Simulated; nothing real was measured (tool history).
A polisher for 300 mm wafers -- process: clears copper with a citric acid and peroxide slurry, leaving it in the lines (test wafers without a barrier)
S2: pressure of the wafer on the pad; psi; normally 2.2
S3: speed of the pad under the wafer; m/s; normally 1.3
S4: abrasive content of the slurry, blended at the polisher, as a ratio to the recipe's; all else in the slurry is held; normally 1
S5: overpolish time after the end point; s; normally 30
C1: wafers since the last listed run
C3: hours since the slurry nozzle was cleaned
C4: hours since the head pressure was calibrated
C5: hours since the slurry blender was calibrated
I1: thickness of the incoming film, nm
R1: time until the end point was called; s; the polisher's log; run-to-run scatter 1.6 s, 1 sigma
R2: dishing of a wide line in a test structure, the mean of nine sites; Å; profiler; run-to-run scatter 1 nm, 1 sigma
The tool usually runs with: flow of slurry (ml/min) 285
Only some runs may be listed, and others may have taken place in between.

Run 1, hour 0: usual settings; C1 0; wafers polished on this pad 385; C3 293.8; C4 66.3; C5 568.5; I1 271.7. Result: R1 166.2 s, R2 349 Å.
Run 2, hour 49: usual settings; C1 440; wafers polished on this pad 825; C3 342.8; C4 115.3; C5 617.5; I1 276.1. Result: R1 171 s, R2 337 Å.
At hour 63.7: slurry blender recalibrated.
Run 3, hour 129: usual settings; C1 701; wafers polished on this pad 1527; C3 422.8; C4 195.3; C5 65.3; I1 276.2. Result: R1 174.8 s, R2 334 Å.
Run 4, hour 197.7: usual settings; C1 617; wafers polished on this pad 2144; C3 491.5; C4 264; C5 134; I1 274.3. Result: R1 170.4 s, R2 360 Å.
Run 5, hour 273.2: usual settings; C1 678; wafers polished on this pad 2823; C3 567; C4 339.5; C5 209.5; I1 274.8. Result: R1 169.4 s, R2 372 Å.
Run 6, hour 335.9: usual settings; C1 563; wafers polished on this pad 3387; C3 629.7; C4 402.2; C5 272.2; I1 275.2. Result: R1 166.5 s, R2 351 Å.
At hour 400.2: slurry nozzle cleaned.
Run 7, hour 424.9: usual settings; C1 791; wafers polished on this pad 4178; C3 24.7; C4 491.2; C5 361.2; I1 275.2. Result: R1 167.4 s, R2 350 Å.
Run 8, hour 484.8: usual settings; C1 538; wafers polished on this pad 4717; C3 84.6; C4 551.1; C5 421.1; I1 277.9. Result: R1 169.3 s, R2 360 Å.
At hour 506.2: worn pad replaced by a new one.
At hour 532.9: head pressure recalibrated, repeated, since the last time left the tool worse.
Run 9, hour 547.4: usual settings but S2 1.5 psi; C1 508; wafers polished on this pad 352; C3 147.2; C4 14.5; C5 483.7; I1 277. Result: R1 214 s, R2 305 Å.
Run 10, hour 624.1: usual settings; C1 689; wafers polished on this pad 1042; C3 223.9; C4 91.2; C5 560.4; I1 271.7. Result: R1 144.3 s, R2 435 Å.
Run 11, hour 701: usual settings but S5 42 s; C1 691; wafers polished on this pad 1733; C3 300.8; C4 168.1; C5 637.3; I1 273.5. Result: R1 143.8 s, R2 547 Å.
At hour 710.2: slurry blender recalibrated.
Run 12, hour 779.3: usual settings but S2 1.8 psi, S3 1.14 m/s, S4 0.85, S5 43 s; C1 686; wafers polished on this pad 2419; C3 379.1; C4 246.4; C5 69.1; I1 276.1. Result: R1 199.2 s, R2 434 Å.
Run 13, hour 875.1: usual settings but flow of slurry (ml/min) 325; C1 861; wafers polished on this pad 3281; C3 474.9; C4 342.2; C5 164.9; I1 273.2. Result: R1 139.5 s, R2 420 Å.
Run 14, hour 911.4: usual settings but S3 1.1 m/s; C1 326; wafers polished on this pad 3607; C3 511.2; C4 378.5; C5 201.2; I1 278. Result: R1 162.2 s, R2 368 Å.
Run 15, hour 1010.5: usual settings but S2 1.9 psi; C1 891; wafers polished on this pad 4498; C3 610.3; C4 477.6; C5 300.3; I1 273.6. Result: R1 163.3 s, R2 361 Å.
At hour 1042.8: worn pad replaced by a new one.
Run 16, hour 1060.1: usual settings; C1 410; wafers polished on this pad 155; C3 659.9; C4 527.2; C5 349.9; I1 278.3. Result: R1 142.5 s, R2 421 Å.

Run 17, settings as shown, results not yet in. Your forecast:
At hour 1090.1: slurry nozzle cleaned.
Run 17, hour 1125.8: usual settings; C1 581; wafers polished on this pad 736; C3 35.7; C4 592.9; C5 415.6; I1 272.4. Result: R1 ?, R2 ?.

Run 17 came out at R1 138.7 s, R2 430 Å.
Without the tool's hidden state the same run would have given R1 144.4 s, R2 415 Å.
